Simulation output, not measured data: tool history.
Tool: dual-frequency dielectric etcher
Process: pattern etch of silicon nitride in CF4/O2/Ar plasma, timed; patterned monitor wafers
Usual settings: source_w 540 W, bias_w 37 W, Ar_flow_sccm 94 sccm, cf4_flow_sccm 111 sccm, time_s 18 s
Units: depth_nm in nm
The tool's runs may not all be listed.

| run | hour | source_w | bias_w | Ar_flow_sccm | cf4_flow_sccm | time_s | read-back reference wafer on the same gauge, depth_nm | depth_nm |
|---|---|---|---|---|---|---|---|---|
| 1 | 0 | 540 | 37 | 84 | 111 | 15 | 33.99 | 27.91 |
| 2 | 21.2 | 540 | 37 | 84 | 111 | 15 | 34 | 28.09 |
| 3 | 54.2 | 540 | 37 | 94 | 111 | 18 | 34.03 | 32.98 |
| 4 | 73.2 | 540 | 37 | 94 | 111 | 18 | 34.04 | 33 |
| 5 | 86 | 540 | 37 | 94 | 111 | 18 | 33.99 | 32.97 |
| 6 | 99.5 | 540 | 37 | 94 | 111 | 18 | 33.98 | 32.98 |
|  | 132 | bias power generator calibrated |
|  | 136 | gauge calibrated |
|  | 149.5 | wet clean of the chamber |
| 7 | 150 | 580 | 37 | 94 | 111 | 18 | 33.99 | 35.38 |
| 8 | 230 | 580 | 37 | 94 | 111 | 18 | 33.96 | 35.29 |
| 9 | 258.6 | 540 | 34 | 77 | 111 | 21 | 34 | 38.52 |
|  | 285.5 | source power generator calibrated |
| 10 | 286 | 590 | 44 | 94 | 111 | 22.5 | 34.01 | 48.75 |
|  | 292.6 | CF4 flow controller replaced |
|  | 361.8 | Ar flow controller replaced |
|  | 373.6 | upper electrode replaced |
| 11 | 375.6 | 540 | 37 | 76 | 111 | 18 | 34.01 | 34.35 |
| 12 | 397.2 | 540 | 34 | 94 | 94 | 15.5 | 34 | 26.78 |
| 13 | 409.3 | 540 | 37 | 94 | 111 | 18 | 33.98 | 33.35 |
| 14 | 430 | 540 | 37 | 107 | 94 | 18 | 34.01 | 32.23 |
| 15 | 454.8 | 540 | 44 | 94 | 103 | 18 | 33.99 | 36.06 |
| 16 | 471.4 | 450 | 37 | 86 | 85 | 14.5 | 34.01 | 23.45 |
| 17 | 502 | 540 | 37 | 94 | 132 | 13 | 34.02 | 24.6 |
| 18 | 517.9 | 540 | 37 | 94 | 111 | 18 | 33.99 | 33.16 |
| 19 | 546.8 | 640 | 37 | 94 | 111 | 18 | 33.99 | 37 |
| 20 | 585.3 | 580 | 37 | 94 | 111 | 18 | 34 | 34.7 |
| 21 | 673.3 | 540 | 37 | 94 | 91 | 18 | 33.99 | 32.07 |
| 22 | 709.1 | 540 | 37 | 94 | 91 | 18 | 34 | 32.03 |

3 ways to go on from here, each from the tool as it stands after run 22. What would each give?
| A | 709.5 | 540 | 37 | 94 | 111 | 18 | ? | ? |
| B | 709.5 | 540 | 33 | 94 | 86 | 18 | ? | ? |
| C | 709.5 | 540 | 40 | 94 | 138 | 20.5 | ? | ? |

| run | read-back reference wafer on the same gauge, depth_nm | depth_nm |
|---|---|---|
| A | 34 | 32.72 |
| B | 34 | 29.6 |
| C | 34 | 39.87 |
Without the tool's hidden state the same runs would have given:
| run | depth_nm |
|---|---|
| A | 33.66 |
| B | 30.46 |
| C | 41.02 |
